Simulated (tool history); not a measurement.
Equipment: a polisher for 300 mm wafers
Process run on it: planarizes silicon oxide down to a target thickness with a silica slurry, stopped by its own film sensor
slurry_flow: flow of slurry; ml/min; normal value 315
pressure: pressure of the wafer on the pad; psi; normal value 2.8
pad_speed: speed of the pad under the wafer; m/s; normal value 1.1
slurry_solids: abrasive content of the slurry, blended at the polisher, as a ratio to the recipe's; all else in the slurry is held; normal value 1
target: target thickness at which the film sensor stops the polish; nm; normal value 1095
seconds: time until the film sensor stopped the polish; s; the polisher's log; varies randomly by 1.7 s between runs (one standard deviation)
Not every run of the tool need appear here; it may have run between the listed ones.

run,hour,slurry_flow,pressure,pad_speed,slurry_solids,target,wafers since the last listed run,wafers polished on this pad,hours since the slurry nozzle was cleaned,hours since the head pressure was calibrated,hours since the slurry blender was calibrated,hours since the conditioning disc was replaced,"incoming thickness of the incoming film, nm",seconds
1,0,315,2.8,1.1,1,1095,0,316,309.9,4.9,61.4,197.4,1397.8,141.6
2,34.7,315,2.8,1.1,1,1095,322,638,344.6,39.6,96.1,232.1,1407.8,144
# hour 44.2: conditioning disc replaced and pad reconditioned
3,67.5,315,2.4,1.1,1,1095,285,924,377.4,72.4,128.9,23.3,1398.8,156.6
4,81.9,315,2.4,1.1,1,1095,133,1057,391.8,86.8,143.3,37.7,1395,152.9
5,105.6,315,2.4,1.1,1,1095,219,1277,415.5,110.5,167,61.4,1400.7,161.4
# hour 146.8: slurry blender recalibrated
# hour 173.7: worn pad replaced by a new one, of another model than before
6,178.5,315,2.8,1.1,1,1095,620,44,488.4,183.4,31.7,134.3,1419.3,158.5
7,203.5,405,2.8,1.1,0.8,1095,232,276,513.4,208.4,56.7,159.3,1410.2,162.9
8,216.4,315,2.8,1.1,1,1095,119,396,526.3,221.3,69.6,172.2,1401.2,150.6
9,232.3,205,2.8,1.1,1,1023,147,543,542.2,237.2,85.5,188.1,1431.8,237.4
# hour 250.6: conditioning disc replaced and pad reconditioned
10,263.8,315,2.8,1.1,1,1095,273,817,573.7,268.7,117,13.2,1408.2,155.2
11,283.4,315,2.8,1.1,1.2,1033,181,999,593.3,288.3,136.6,32.8,1405.8,178.4
12,306.3,410,2.8,1.1,1,1095,212,1211,616.2,311.2,159.5,55.7,1396.4,143.8
13,326.4,315,2.8,1.1,1,1095,186,1398,636.3,331.3,179.6,75.8,1395.1,158.9
14,368.4,315,3.7,1.1,1,1095,389,1788,678.3,373.3,221.6,117.8,1400.8,145.4
# hour 378.3: slurry blender recalibrated
# hour 388.9: worn pad replaced by a new one
15,401.9,315,2.8,1.1,1,1095,255,120,711.8,406.8,23.6,151.3,1409.8,189.7
# hour 408.6: slurry nozzle cleaned
16,431.2,315,2.8,1.1,1,1095,262,383,22.6,436.1,52.9,180.6,1404.1,142.3
17,461.2,315,2.8,1.1,1,1095,278,661,52.6,466.1,82.9,210.6,1434.3,161.1
# hour 478.1: conditioning disc replaced and pad reconditioned
18,486.3,380,2.8,1.1,1,1095,214,876,77.7,491.2,108,8.2,1385.1,131
19,519.7,315,2.8,1.1,0.9,1012,309,1186,111.1,524.6,141.4,41.6,1427.1,197.9
20,536.3,315,2.8,1.1,1,1095,154,1340,127.7,541.2,158,58.2,1412.5,148.6
21,556.2,315,2.8,0.82,1.15,1095,184,1524,147.6,561.1,177.9,78.1,1384.8,142.6
22,576.5,370,2.8,0.9,1,1194,188,1713,167.9,581.4,198.2,98.4,1403.5,101.4
# hour 623.7: worn pad replaced by a new one
# hour 642.5: slurry blender recalibrated
23,681.2,315,2.8,1.36,1,1095,916,515,272.6,686.1,38.7,203.1,1405.3,135.7
# hour 699.6: conditioning disc replaced and pad reconditioned
24,710.2,315,2.1,1.1,1,1095,250,766,301.6,715.1,67.7,10.6,1419.5,173.5
25,739.9,285,2.8,1.1,0.75,1095,275,1041,331.3,744.8,97.4,40.3,1417.5,175.3
26,760.9,315,3.2,1.1,1.15,1095,194,1236,352.3,765.8,118.4,61.3,1427.7,138.6

The tool's hidden state at each run:
removal rate lost through wear of the pad, %: 0 across all the runs
deviation of the head's pressure from its setpoint, %: 0 across all the runs
abrasive missing from the slurry, %: 0 across all the runs
time polished since the conditioner stopped cutting, s: 0 across all the runs
H1: slurry flow missing at the pad, %
run,H1
1,14.2
2,16.3
3,18.5
4,19.5
5,21.3
6,27.5
7,29.8
8,31.1
9,32.7
10,36
11,38.1
12,40.7
13,43.1
14,48.2
15,52.6
16,7.85
17,8.06
18,8.36
19,8.95
20,9.33
21,9.84
22,10.4
23,14.8
24,16.3
25,18.1
26,19.4
